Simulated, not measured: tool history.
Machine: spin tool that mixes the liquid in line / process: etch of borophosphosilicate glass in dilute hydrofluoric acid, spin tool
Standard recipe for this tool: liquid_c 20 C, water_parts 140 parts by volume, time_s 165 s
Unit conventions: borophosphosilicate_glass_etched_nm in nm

| run | day | liquid_c | water_parts | time_s | read-back film thickness of the borophosphosilicate glass reference wafer, read on the same gauge (nm) | borophosphosilicate_glass_etched_nm |
|---|---|---|---|---|---|---|
| 1 | 0 | 20 | 140 | 165 | 60.03 | 44.69 |
| 2 | 0.521 | 20 | 140 | 165 | 60.03 | 45.13 |
| 3 | 1.175 | 20 | 115 | 165 | 60 | 56.36 |
| 4 | 1.604 | 20 | 115 | 165 | 59.97 | 55.46 |
| 5 | 1.983 | 20 | 140 | 165 | 60.04 | 44.15 |
| 6 | 2.446 | 20 | 140 | 165 | 60.01 | 44.04 |
| 7 | 2.954 | 20 | 140 | 165 | 60.01 | 44.24 |
|  | 3.275 | hydrofluoric acid flow meter replaced |
| 8 | 3.483 | 20 | 140 | 125 | 60.01 | 39 |
| 9 | 3.925 | 20 | 140 | 125 | 60.03 | 38.76 |
| 10 | 4.529 | 20 | 140 | 165 | 60 | 51.6 |
| 11 | 4.967 | 20 | 140 | 165 | 60.01 | 51.53 |
| 12 | 5.408 | 20 | 140 | 165 | 60 | 51.49 |
| 13 | 5.762 | 17 | 140 | 120 | 60 | 33.31 |
| 14 | 6.333 | 21.5 | 205 | 65 | 60 | 13.75 |
| 15 | 6.846 | 20 | 90 | 255 | 59.97 | 131.39 |
| 16 | 7.133 | 23.5 | 140 | 165 | 59.99 | 58.95 |
| 17 | 7.388 | 20 | 140 | 165 | 60.03 | 51.41 |
| 18 | 8.075 | 20 | 195 | 105 | 59.99 | 22.32 |
| 19 | 8.579 | 22 | 205 | 90 | 60.02 | 19.32 |
| 20 | 8.888 | 20 | 160 | 165 | 60.02 | 44.12 |
| 21 | 9.15 | 23.5 | 140 | 200 | 59.98 | 71.98 |
|  | 9.504 | thermometer replaced |
|  | 9.783 | gauge calibrated |
| 22 | 9.875 | 24.5 | 110 | 220 | 59.99 | 108.01 |
| 23 | 10.138 | 20 | 140 | 165 | 60.04 | 51.73 |
| 24 | 10.762 | 20 | 140 | 165 | 59.95 | 51.61 |
| 25 | 11.15 | 20 | 140 | 210 | 60 | 65.75 |
| 26 | 11.696 | 20 | 140 | 190 | 60 | 59.56 |
| 27 | 12.375 | 17 | 90 | 80 | 59.96 | 36.08 |
| 28 | 12.675 | 20 | 140 | 240 | 59.98 | 74.64 |
| 29 | 13.35 | 23 | 140 | 165 | 60.01 | 57.39 |
| 30 | 13.729 | 17 | 95 | 130 | 60 | 55.41 |
| 31 | 14.383 | 18 | 140 | 165 | 60.01 | 46.66 |

What if the next run were any one of these 5? Each begins from the tool's condition after run 31:
| A | 14.404 | 17.5 | 140 | 165 | ? | ? |
| B | 14.404 | 20 | 170 | 165 | ? | ? |
| C | 14.404 | 20 | 140 | 265 | ? | ? |
| D | 14.404 | 20 | 175 | 195 | ? | ? |
| E | 14.404 | 20 | 140 | 135 | ? | ? |

| run | read-back film thickness of the borophosphosilicate glass reference wafer, read on the same gauge (nm) | borophosphosilicate_glass_etched_nm |
|---|---|---|
| A | 60.02 | 46.06 |
| B | 60.02 | 40.67 |
| C | 60.02 | 81.85 |
| D | 60.02 | 46.45 |
| E | 60.02 | 41.7 |
What these runs would have given with no unlogged condition in the tool:
| run | borophosphosilicate_glass_etched_nm |
|---|---|
| A | 47.02 |
| B | 41.55 |
| C | 83.58 |
| D | 47.46 |
| E | 42.58 |

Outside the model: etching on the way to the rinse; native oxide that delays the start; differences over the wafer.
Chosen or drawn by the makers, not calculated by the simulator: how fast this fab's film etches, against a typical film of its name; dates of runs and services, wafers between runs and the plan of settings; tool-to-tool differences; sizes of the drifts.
